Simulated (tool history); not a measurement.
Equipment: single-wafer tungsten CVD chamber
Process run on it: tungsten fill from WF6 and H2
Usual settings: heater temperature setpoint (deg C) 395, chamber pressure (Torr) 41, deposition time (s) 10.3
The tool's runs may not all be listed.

run,hour,heater temperature setpoint (deg C),chamber pressure (Torr),deposition time (s),wafers since the last listed run,hours since the last thermocouple change,hours since the last manometer calibration,hours since the showerhead was replaced,hours since the gauge calibration,"read-back reference wafer on the same gauge, thickness_nm",mean film thickness on the monitor wafer (angstrom)
1,0,395,41,10.3,0,1385,2518.1,7219.2,14.3,29.606,292.61
2,43.4,395,41,10.3,1988,1428.4,2561.5,7262.6,57.7,29.596,293.01
3,91.3,395,41,10.3,2194,1476.3,2609.4,7310.5,105.6,29.599,290.88
4,151.5,395,41,10.3,2758,1536.5,2669.6,7370.7,165.8,29.593,292.82
5,182.9,395,41,10.3,1438,1567.9,2701,7402.1,197.2,29.6,291.05
6,210.5,395,41,10.3,1264,1595.5,2728.6,7429.7,224.8,29.617,292.05
# hour 235.5: capacitance manometer re-zeroed and calibrated
7,252.3,395,41,10.3,1548,1637.3,16.8,7471.5,266.6,29.599,303.25
8,296.5,395,41,10.3,2025,1681.5,61,7515.7,310.8,29.603,300.08
9,332.2,395,41,10.3,1635,1717.2,96.7,7551.4,346.5,29.6,301.51
10,393.5,395,41,10.3,2808,1778.5,158,7612.7,407.8,29.6,300.8
# hour 427.7: showerhead replaced, of another model than before
11,434.8,390,41,10.3,1525,1819.8,199.3,7.1,449.1,29.588,277.51
12,488.5,395,45.3,10.3,2460,1873.5,253,60.8,502.8,29.612,312.27
# hour 493.6: gauge calibrated
13,531.8,395,50.9,10.3,1984,1916.8,296.3,104.1,38.2,29.609,325.78
# hour 603: thermocouple changed; heater temperature recalibrated
14,702.9,408,48.6,8.2,7473,99.9,467.4,275.2,209.3,29.61,312.1
15,732.8,395,41,10.3,1370,129.8,497.3,305.1,239.2,29.606,300.44
16,758.8,395,32,10.3,1191,155.8,523.3,331.1,265.2,29.608,274.76

The tool's hidden state at each run:
wafer temperature above the value expected at the setpoint (K): 0, the same for each run
gauge reads high (%): 0, the same for each run
H1: true pressure above the setpoint (%)
run,H1
1,-6.2
2,-6.3
3,-6.42
4,-6.57
5,-6.64
6,-6.71
7,-0.35
8,-0.458
9,-0.545
10,-0.695
11,-0.796
12,-0.927
13,-1.03
14,-1.45
15,-1.52
16,-1.59
